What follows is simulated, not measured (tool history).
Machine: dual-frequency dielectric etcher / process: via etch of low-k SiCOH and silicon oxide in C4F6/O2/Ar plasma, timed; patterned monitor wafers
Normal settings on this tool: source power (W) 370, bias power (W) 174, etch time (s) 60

run   hour  source power (W)  bias power (W)  etch time (s)  read-back reference wafer on the same gauge, depth_nm  mean etch depth across the wafer (Å)
  1      0               370             174             60                                                  204.9                                  1834
  2   56.6               370             174             60                                                  204.9                                  1833
  3   98.4               370             174             60                                                    205                                  1829
  4  142.4               370             174             60                                                    205                                  1824
  5  207.9               370             174             60                                                  204.9                                  1821
  6  267.4               370             174             60                                                  205.1                                  1820
  7  331.3               370             174             60                                                  204.9                                  1816
  8    359               310             174             60                                                  205.1                                  1713
     392.7  -- source power generator calibrated
  9  423.5               310             174             60                                                  205.1                                  1743
     446.8  -- bias power generator calibrated
 10  448.2               370             174             60                                                  205.2                                  1852
 11  495.3               370             174             60                                                    205                                  1847
     533.4  -- wet clean of the chamber
 12  539.2               370             174             60                                                  204.9                                  1871
     552.9  -- gauge calibrated
 13  570.3               370             202           49.5                                                  204.9                                  1628
 14    608               370             145             60                                                  204.9                                  1752

For run 15, what comes out?
 15  675.3               440             135           71.5                                                      ?                                     ?

read-back reference wafer on the same gauge, depth_nm: 204.9
mean etch depth across the wafer (Å): 2162
On a tool with no hidden condition, and with the same random variation, this run would have come out at mean etch depth across the wafer (Å) 2181.
